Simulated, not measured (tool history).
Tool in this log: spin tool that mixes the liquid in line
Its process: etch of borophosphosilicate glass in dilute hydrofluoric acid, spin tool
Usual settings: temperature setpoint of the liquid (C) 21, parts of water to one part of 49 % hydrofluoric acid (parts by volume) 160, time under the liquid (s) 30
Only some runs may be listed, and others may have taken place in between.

run,hour,temperature setpoint of the liquid (C),parts of water to one part of 49 % hydrofluoric acid (parts by volume),time under the liquid (s),wafers since the last listed run,hours since the thermometer was replaced,hours since the hydrofluoric acid flow meter was replaced,hours since the gauge calibration,"read-back film thickness of the borophosphosilicate glass reference wafer, read on the same gauge (nm)",thickness taken off the borophosphosilicate glass on a monitor wafer (Å)
1,0,21,160,30,0,2015,573.2,34.1,79.97,63.9
2,12.9,21,160,30,182,2027.9,586.1,47,80.01,63.4
3,19.6,21,160,30,94,2034.6,592.8,53.7,80.01,64.3
4,49.2,21,160,30,419,2064.2,622.4,83.3,80.01,64.2
5,59.4,21,160,30,144,2074.4,632.6,93.5,80,64.2
6,76.7,21,160,30,245,2091.7,649.9,110.8,80.03,64.5
7,90.1,21,160,30,189,2105.1,663.3,124.2,80.01,64.4
8,97.7,21,160,30,107,2112.7,670.9,131.8,80,64.5
9,108.2,21,160,30,148,2123.2,681.4,142.3,80.01,64.1
10,156.1,21,160,30,678,2171.1,729.3,190.2,80.01,64.7
11,166.8,21,160,30,151,2181.8,740,200.9,80.01,64.8
# hour 173.4: gauge calibrated
12,179.1,21,160,30,174,2194.1,752.3,5.7,79.97,64.8
13,195.9,21,160,30,238,2210.9,769.1,22.5,80.01,64.6
14,212.1,21,160,30,229,2227.1,785.3,38.7,80,64.7
15,224.6,21,160,30,177,2239.6,797.8,51.2,80,65
16,237.6,17,160,20,184,2252.6,810.8,64.2,79.99,36.8
17,253.8,25.5,160,15,229,2268.8,827,80.4,79.97,39
18,267.7,19,160,45,196,2282.7,840.9,94.3,80,89.8
19,282.5,21,160,30,209,2297.5,855.7,109.1,80,64.9
20,295.2,21,160,30,179,2310.2,868.4,121.8,80,65.4
# hour 302.3: thermometer replaced
21,307.8,21,160,25,164,5.5,881,134.4,79.98,60.6
22,317.4,25.5,160,15,136,15.1,890.6,144,79.98,43.2
23,324.1,18,160,30,94,21.8,897.3,150.7,79.99,64.6
24,334.9,21,160,30,153,32.6,908.1,161.5,80,72.5
25,351.9,24.5,240,15,240,49.6,925.1,178.5,80,25.7
26,358.3,21,160,30,90,56,931.5,184.9,79.99,72.9
27,366.9,21,195,30,121,64.6,940.1,193.5,80.02,57.6
# hour 379.7: hydrofluoric acid flow meter replaced
28,415.1,18,230,35,668,112.8,35.4,241.7,79.99,44.5
29,432.1,23,160,30,240,129.8,52.4,258.7,79.99,71.5
30,449.7,17,115,15,249,147.4,70,276.3,80.01,40.7
# hour 449.9: gauge calibrated
31,477.8,21,160,30,398,175.5,98.1,27.9,80,66.6

Run by run, hidden condition taken away, random variation retained:
Hidden state present: liquid colder than its thermometer reads (K); hydrofluoric acid flow above the setpoint (%); gauge reads high (%).
run,thickness taken off the borophosphosilicate glass on a monitor wafer (Å)
1,64.1
2,63.6
3,64.4
4,64.2
5,64.1
6,64.4
7,64.2
8,64.3
9,63.9
10,64.2
11,64.3
12,64.2
13,64
14,64.1
15,64.2
16,36.6
17,38.2
18,88.8
19,63.9
20,64.4
21,53.4
22,38
23,57
24,63.9
25,22.4
26,64.1
27,50.4
28,43.3
29,69.6
30,39.7
31,64.6
